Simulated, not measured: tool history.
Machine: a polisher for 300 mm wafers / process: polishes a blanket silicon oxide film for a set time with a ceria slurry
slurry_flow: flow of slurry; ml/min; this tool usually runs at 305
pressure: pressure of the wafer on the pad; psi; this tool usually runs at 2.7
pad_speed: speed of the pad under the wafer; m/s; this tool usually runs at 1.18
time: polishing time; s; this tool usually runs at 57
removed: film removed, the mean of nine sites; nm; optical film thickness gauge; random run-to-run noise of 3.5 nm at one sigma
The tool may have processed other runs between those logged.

| run | day | slurry_flow | pressure | pad_speed | time | wafers since the last listed run | wafers polished on this pad | hours since the slurry nozzle was cleaned | hours since the head pressure was calibrated | incoming thickness of the incoming film, nm | removed |
|---|---|---|---|---|---|---|---|---|---|---|---|
| 1 | 0.000 | 305 | 2.7 | 1.18 | 57 | 0 | 193 | 179.3 | 960.2 | 1219.7 | 268.1 |
| 2 | 0.379 | 305 | 2.7 | 1.18 | 57 | 131 | 324 | 188.4 | 969.3 | 1215.5 | 269.8 |
| 3 | 0.638 | 305 | 2.7 | 1.18 | 57 | 89 | 414 | 194.6 | 975.5 | 1219.2 | 271.4 |
| 4 | 1.258 | 305 | 2.7 | 1.18 | 57 | 216 | 630 | 209.5 | 990.4 | 1228.7 | 269.8 |
| 5 | 1.862 | 305 | 2.1 | 1.18 | 57 | 210 | 841 | 224.0 | 1004.9 | 1224.2 | 235.8 |
| 6 | 2.488 | 305 | 2.1 | 1.18 | 57 | 217 | 1058 | 239.0 | 1019.9 | 1232.2 | 224.7 |
| 7 | 3.096 | 305 | 2.1 | 1.18 | 57 | 211 | 1270 | 253.6 | 1034.5 | 1235.7 | 226.4 |
| 8 | 3.729 | 380 | 2.7 | 1.18 | 57 | 220 | 1490 | 268.8 | 1049.7 | 1231.1 | 263.8 |
|  | 4.108 | worn pad replaced by a new one |
| 9 | 4.450 | 380 | 2.7 | 1.18 | 57 | 192 | 119 | 286.1 | 1067.0 | 1221.0 | 280.9 |
| 10 | 5.042 | 305 | 2.7 | 1.18 | 57 | 205 | 325 | 300.3 | 1081.2 | 1211.9 | 273.7 |
| 11 | 5.608 | 305 | 2.7 | 1.18 | 57 | 197 | 522 | 313.9 | 1094.8 | 1225.7 | 268.4 |
| 12 | 6.325 | 305 | 2.7 | 1.18 | 57 | 249 | 771 | 331.1 | 1112.0 | 1229.6 | 262.5 |
| 13 | 7.029 | 305 | 2.7 | 1.18 | 57 | 245 | 1016 | 348.0 | 1128.9 | 1218.2 | 266.7 |
|  | 7.788 | worn pad replaced by a new one |
| 14 | 7.808 | 305 | 2.7 | 1.18 | 57 | 213 | 7 | 366.7 | 1147.6 | 1226.7 | 286.3 |
| 15 | 8.079 | 305 | 2.7 | 1.18 | 53 | 94 | 101 | 373.2 | 1154.1 | 1212.6 | 258.7 |
| 16 | 8.771 | 305 | 2.7 | 1.18 | 53 | 240 | 342 | 389.8 | 1170.7 | 1209.8 | 259.3 |
| 17 | 9.304 | 305 | 2.7 | 1.18 | 57 | 185 | 528 | 402.6 | 1183.5 | 1219.6 | 271.6 |
| 18 | 9.738 | 305 | 2.7 | 1.60 | 67 | 150 | 678 | 413.0 | 1193.9 | 1222.4 | 421.8 |
|  | 10.200 | head pressure recalibrated |
| 19 | 10.312 | 305 | 3.3 | 1.18 | 70 | 171 | 850 | 426.8 | 2.7 | 1217.3 | 376.1 |
| 20 | 10.621 | 345 | 2.7 | 1.18 | 57 | 107 | 957 | 434.2 | 10.1 | 1218.9 | 264.9 |
| 21 | 10.912 | 305 | 2.7 | 1.18 | 57 | 101 | 1058 | 441.2 | 17.1 | 1230.1 | 268.3 |
| 22 | 12.058 | 305 | 2.4 | 1.44 | 57 | 398 | 1457 | 468.7 | 44.6 | 1235.4 | 292.2 |
|  | 12.325 | worn pad replaced by a new one |
| 23 | 12.775 | 305 | 3.1 | 1.18 | 57 | 191 | 157 | 485.9 | 61.8 | 1215.7 | 306.7 |
| 24 | 13.025 | 305 | 2.7 | 1.48 | 57 | 86 | 244 | 491.9 | 67.8 | 1244.0 | 342.8 |
| 25 | 13.554 | 220 | 3.6 | 1.40 | 57 | 184 | 428 | 504.6 | 80.5 | 1212.6 | 367.0 |
|  | 13.625 | slurry nozzle cleaned |
| 26 | 13.946 | 240 | 2.7 | 1.18 | 73 | 121 | 550 | 7.7 | 89.9 | 1212.0 | 346.7 |
| 27 | 14.317 | 305 | 2.4 | 1.18 | 57 | 129 | 679 | 16.6 | 98.8 | 1222.2 | 255.2 |
| 28 | 14.958 | 260 | 2.7 | 1.40 | 57 | 223 | 902 | 32.0 | 114.2 | 1231.2 | 311.3 |
| 29 | 15.488 | 275 | 1.8 | 1.34 | 73 | 184 | 1086 | 44.7 | 126.9 | 1219.7 | 296.9 |
|  | 16.071 | worn pad replaced by a new one |
| 30 | 16.092 | 305 | 2.7 | 1.42 | 57 | 152 | 7 | 59.2 | 141.4 | 1210.3 | 329.4 |
| 31 | 16.512 | 365 | 2.7 | 1.00 | 57 | 146 | 153 | 69.3 | 151.5 | 1222.1 | 241.9 |
| 32 | 17.162 | 305 | 2.7 | 1.18 | 57 | 226 | 379 | 84.9 | 167.1 | 1218.2 | 272.1 |
| 33 | 17.829 | 305 | 2.7 | 1.18 | 63 | 231 | 611 | 100.9 | 183.1 | 1219.0 | 301.1 |
| 34 | 18.229 | 305 | 2.7 | 1.18 | 57 | 139 | 751 | 110.5 | 192.7 | 1219.4 | 269.8 |
| 35 | 18.483 | 350 | 1.9 | 1.54 | 67 | 88 | 839 | 116.6 | 198.8 | 1208.3 | 340.8 |
| 36 | 18.875 | 335 | 3.4 | 1.18 | 57 | 136 | 975 | 126.0 | 208.2 | 1226.3 | 302.8 |

What if the next run were any one of these 5? Each begins from the tool's condition after run 36:
| A | 18.892 | 305 | 2.2 | 1.18 | 57 | 5 | 981 | 126.4 | 208.6 | 1215.7 | ? |
| B | 18.892 | 370 | 2.7 | 1.18 | 57 | 5 | 981 | 126.4 | 208.6 | 1215.7 | ? |
| C | 18.892 | 305 | 2.3 | 0.84 | 57 | 5 | 981 | 126.4 | 208.6 | 1215.7 | ? |
| D | 18.892 | 395 | 2.7 | 1.18 | 75 | 5 | 981 | 126.4 | 208.6 | 1215.7 | ? |
| E | 18.892 | 305 | 2.0 | 1.18 | 70 | 5 | 981 | 126.4 | 208.6 | 1215.7 | ? |

| run | removed |
|---|---|
| A | 236.2 |
| B | 270.2 |
| C | 179.1 |
| D | 357.3 |
| E | 275.5 |
The same runs, with their run-to-run variation unchanged, on a tool lacking any hidden condition would have given:
| run | removed |
|---|---|
| A | 252.2 |
| B | 288.6 |
| C | 191.3 |
| D | 381.5 |
| E | 294.2 |
